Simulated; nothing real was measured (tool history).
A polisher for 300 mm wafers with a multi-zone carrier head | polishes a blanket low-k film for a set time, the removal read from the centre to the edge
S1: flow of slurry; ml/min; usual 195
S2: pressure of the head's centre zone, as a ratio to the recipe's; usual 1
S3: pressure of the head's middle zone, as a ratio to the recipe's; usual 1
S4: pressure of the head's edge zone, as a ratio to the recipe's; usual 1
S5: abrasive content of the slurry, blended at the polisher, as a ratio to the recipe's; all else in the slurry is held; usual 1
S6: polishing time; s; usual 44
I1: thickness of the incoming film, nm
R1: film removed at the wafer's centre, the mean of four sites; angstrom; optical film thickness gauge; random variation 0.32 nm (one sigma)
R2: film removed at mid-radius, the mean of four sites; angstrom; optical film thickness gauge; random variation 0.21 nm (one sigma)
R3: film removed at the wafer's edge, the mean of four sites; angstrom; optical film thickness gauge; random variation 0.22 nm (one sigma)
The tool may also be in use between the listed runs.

run,hour,S1,S2,S3,S4,S5,S6,I1,R1,R2,R3
1,0,195,1,1,1,1,41,653.7,203,199,203
2,56,195,1,1,1,1,44,665.6,218,211,220
3,142.5,195,1,1,1,1,44,657.9,229,219,215
4,186.5,195,1,1,1,1,44,651.8,226,214,220
# hour 223.3: worn pad replaced by a new one
5,273.3,195,1,1,1,1,44,673,227,213,218
# hour 293: centre zone pressure recalibrated
6,321.7,195,1,0.89,0.9,1.1,34,654.6,181,162,171
7,418.2,135,1,1.09,1,1,44,651.1,188,204,204
# hour 454.1: edge zone pressure recalibrated
8,483.4,175,1.03,0.97,1,1,52,658.3,259,242,250
9,522.3,195,1,1,1,1,44,650.7,216,212,222
# hour 545: slurry nozzle cleaned
# hour 593.5: carrier head's membrane replaced by a new one
# hour 597.6: worn pad replaced by a new one
10,621.3,175,1,1.03,0.94,1,44,673.3,210,219,213
11,674.9,220,1,1,1.1,1,44,660.8,219,220,234
12,723.5,195,1,1,1,1.15,44,664,245,234,241
13,780.8,195,1,1,1.08,1,44,666.3,221,217,223
14,865.8,150,1.07,1,1,0.75,56,665.5,212,192,203
15,947.8,195,1,1.06,1,1,44,664,228,224,222
# hour 996.3: centre zone pressure recalibrated
# hour 1001.6: worn pad replaced by a new one
16,1040,195,1.11,1,1,1,44,657.4,244,213,219
17,1125.3,195,1,1,0.96,1.25,44,665.4,250,251,248
18,1196.4,195,1,1,1,1,44,667.1,215,216,215
19,1237.9,195,1,1.05,1,1,57,664.7,285,291,278
# hour 1243.8: slurry nozzle cleaned
20,1299.5,195,0.93,1,0.89,1,44,646.5,207,216,211

5 ways to go on from here, each from the tool as it stands after run 20. What would each give?
A,1299.9,195,1,1,1,1,44,659.3,?,?,?
B,1299.9,195,1,1,1,1,56,659.3,?,?,?
C,1299.9,240,1,1,1,0.85,44,659.3,?,?,?
D,1299.9,195,0.95,1,0.89,0.8,40,659.3,?,?,?
E,1299.9,195,0.94,1,1,1.25,44,659.3,?,?,?

run,R1,R2,R3
A,215,212,219
B,274,270,279
C,195,191,196
D,152,157,154
E,233,244,253
Without the tool's hidden state the same runs would have given:
run,R1,R2,R3
A,211,212,219
B,268,270,279
C,191,191,196
D,149,157,154
E,228,244,253
